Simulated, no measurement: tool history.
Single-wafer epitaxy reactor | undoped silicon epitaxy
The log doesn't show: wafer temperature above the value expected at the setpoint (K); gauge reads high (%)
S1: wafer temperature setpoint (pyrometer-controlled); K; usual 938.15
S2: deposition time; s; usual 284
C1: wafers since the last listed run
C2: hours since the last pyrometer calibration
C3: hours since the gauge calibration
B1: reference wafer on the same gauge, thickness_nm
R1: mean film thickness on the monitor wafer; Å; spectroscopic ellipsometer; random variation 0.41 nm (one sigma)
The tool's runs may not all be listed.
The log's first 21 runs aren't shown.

| run | day | S1 | S2 | C1 | C2 | C3 | B1 | R1 |
|---|---|---|---|---|---|---|---|---|
|  | 83.7 | pyrometer calibrated |
| 22 | 83.721 | 928.15 | 310 | 467 | 0.5 | 452.7 | 66.972 | 611.03 |
| 23 | 85.529 | 938.15 | 284 | 272 | 43.9 | 496.1 | 66.789 | 718.2 |
| 24 | 87.954 | 938.15 | 284 | 364 | 102.1 | 554.3 | 66.985 | 724.98 |
| 25 | 91.075 | 938.15 | 314 | 469 | 177 | 629.2 | 66.95 | 799.93 |
| 26 | 95.117 | 938.15 | 227 | 608 | 274 | 726.2 | 67.157 | 583.22 |
| 27 | 97.071 | 945.15 | 284 | 294 | 320.9 | 773.1 | 67.039 | 861.85 |
| 28 | 101.483 | 938.15 | 265 | 663 | 426.8 | 879 | 67.108 | 688.04 |
| 29 | 105.496 | 927.15 | 227 | 603 | 523.1 | 975.3 | 67.129 | 450.02 |
| 30 | 109.192 | 938.15 | 284 | 556 | 611.8 | 1064 | 66.937 | 741.09 |
| 31 | 111.808 | 938.15 | 284 | 393 | 674.6 | 1126.8 | 66.997 | 737.2 |
| 32 | 115.883 | 938.15 | 284 | 613 | 772.4 | 1224.6 | 66.991 | 744.96 |
| 33 | 119.454 | 938.15 | 284 | 537 | 858.1 | 1310.3 | 66.829 | 739.99 |
| 34 | 123.375 | 926.15 | 236 | 589 | 952.2 | 1404.4 | 66.939 | 459.81 |
| 35 | 125.283 | 938.15 | 284 | 287 | 998 | 1450.2 | 67.065 | 747.52 |
| 36 | 129.367 | 952.15 | 331 | 614 | 1096 | 1548.2 | 66.923 | 1198.55 |
| 37 | 131.246 | 949.15 | 332 | 282 | 1141.1 | 1593.3 | 66.877 | 1139.45 |
| 38 | 133.942 | 929.15 | 284 | 405 | 1205.8 | 1658 | 67.105 | 608.28 |
| 39 | 138.162 | 938.15 | 284 | 635 | 1307.1 | 1759.3 | 67.066 | 755.49 |

5 ways to go on from here, each from the tool as it stands after run 39. What would each give?
| A | 138.183 | 938.15 | 317 | 3 | 1307.6 | 1759.8 | ? | ? |
| B | 138.183 | 944.15 | 327 | 3 | 1307.6 | 1759.8 | ? | ? |
| C | 138.183 | 926.15 | 241 | 3 | 1307.6 | 1759.8 | ? | ? |
| D | 138.183 | 938.15 | 313 | 3 | 1307.6 | 1759.8 | ? | ? |
| E | 138.183 | 951.15 | 333 | 3 | 1307.6 | 1759.8 | ? | ? |

| run | B1 | R1 |
|---|---|---|
| A | 67.068 | 836.98 |
| B | 67.068 | 995.73 |
| C | 67.068 | 475.38 |
| D | 67.068 | 826.41 |
| E | 67.068 | 1194.49 |
Without the tool's hidden state the same runs would have given:
| run | R1 |
|---|---|
| A | 800.93 |
| B | 953.45 |
| C | 454.31 |
| D | 790.82 |
| E | 1144.59 |

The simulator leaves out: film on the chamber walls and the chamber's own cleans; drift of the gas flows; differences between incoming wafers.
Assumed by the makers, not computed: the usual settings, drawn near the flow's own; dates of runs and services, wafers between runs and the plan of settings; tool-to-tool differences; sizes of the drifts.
